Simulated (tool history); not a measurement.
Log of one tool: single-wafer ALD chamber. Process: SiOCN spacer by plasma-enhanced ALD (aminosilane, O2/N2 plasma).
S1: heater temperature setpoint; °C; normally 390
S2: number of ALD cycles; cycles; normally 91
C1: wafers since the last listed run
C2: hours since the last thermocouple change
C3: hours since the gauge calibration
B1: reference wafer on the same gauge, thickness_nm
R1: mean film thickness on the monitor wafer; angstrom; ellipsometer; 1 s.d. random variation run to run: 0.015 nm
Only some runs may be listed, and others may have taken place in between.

run 1 hour=0.0 | S1=390 S2=91 | C1=0 C2=827.8 C3=127.1 | B1=6.673 | R1=59.12
run 2 hour=9.2 | S1=390 S2=91 | C1=21 C2=837.0 C3=136.3 | B1=6.670 | R1=59.08
run 3 hour=26.1 | S1=390 S2=77 | C1=39 C2=853.9 C3=153.2 | B1=6.663 | R1=50.02
run 4 hour=66.4 | S1=390 S2=77 | C1=93 C2=894.2 C3=193.5 | B1=6.670 | R1=50.12
run 5 hour=73.8 | S1=390 S2=77 | C1=17 C2=901.6 C3=200.9 | B1=6.676 | R1=50.25
run 6 hour=91.8 | S1=390 S2=91 | C1=41 C2=919.6 C3=218.9 | B1=6.666 | R1=59.17
run 7 hour=100.7 | S1=390 S2=91 | C1=20 C2=928.5 C3=227.8 | B1=6.676 | R1=59.35
-- hour=104.6 gauge calibrated
-- hour=115.7 thermocouple changed; heater temperature recalibrated
run 8 hour=116.2 | S1=396 S2=109 | C1=17 C2=0.5 C3=11.6 | B1=6.665 | R1=71.01
run 9 hour=122.4 | S1=405 S2=84 | C1=14 C2=6.7 C3=17.8 | B1=6.668 | R1=54.07
run 10 hour=132.5 | S1=395 S2=84 | C1=23 C2=16.8 C3=27.9 | B1=6.670 | R1=54.74
run 11 hour=148.9 | S1=382 S2=91 | C1=38 C2=33.2 C3=44.3 | B1=6.664 | R1=59.07
run 12 hour=155.7 | S1=390 S2=91 | C1=15 C2=40.0 C3=51.1 | B1=6.670 | R1=59.18
run 13 hour=172.1 | S1=402 S2=96 | C1=38 C2=56.4 C3=67.5 | B1=6.667 | R1=62.33
run 14 hour=183.1 | S1=390 S2=91 | C1=25 C2=67.4 C3=78.5 | B1=6.671 | R1=59.27
run 15 hour=198.6 | S1=390 S2=91 | C1=35 C2=82.9 C3=94.0 | B1=6.662 | R1=59.38

Alternative continuations, all from the tool just after run 15; predict every row:
run A hour=199.2 | S1=402 S2=91 | C1=1 C2=83.5 C3=94.6 | B1=? | R1=?
run B hour=199.2 | S1=397 S2=105 | C1=1 C2=83.5 C3=94.6 | B1=? | R1=?
run C hour=199.2 | S1=403 S2=79 | C1=1 C2=83.5 C3=94.6 | B1=? | R1=?
run D hour=199.2 | S1=378 S2=83 | C1=1 C2=83.5 C3=94.6 | B1=? | R1=?
run E hour=199.2 | S1=404 S2=81 | C1=1 C2=83.5 C3=94.6 | B1=? | R1=?

run=A B1=6.669 R1=59.01
run=B B1=6.669 R1=68.21
run=C B1=6.669 R1=51.09
run=D B1=6.669 R1=53.92
run=E B1=6.669 R1=52.25
Without the tool's hidden state the same runs would have given:
run=A R1=59.01
run=B R1=68.21
run=C R1=51.09
run=D R1=53.92
run=E R1=52.25
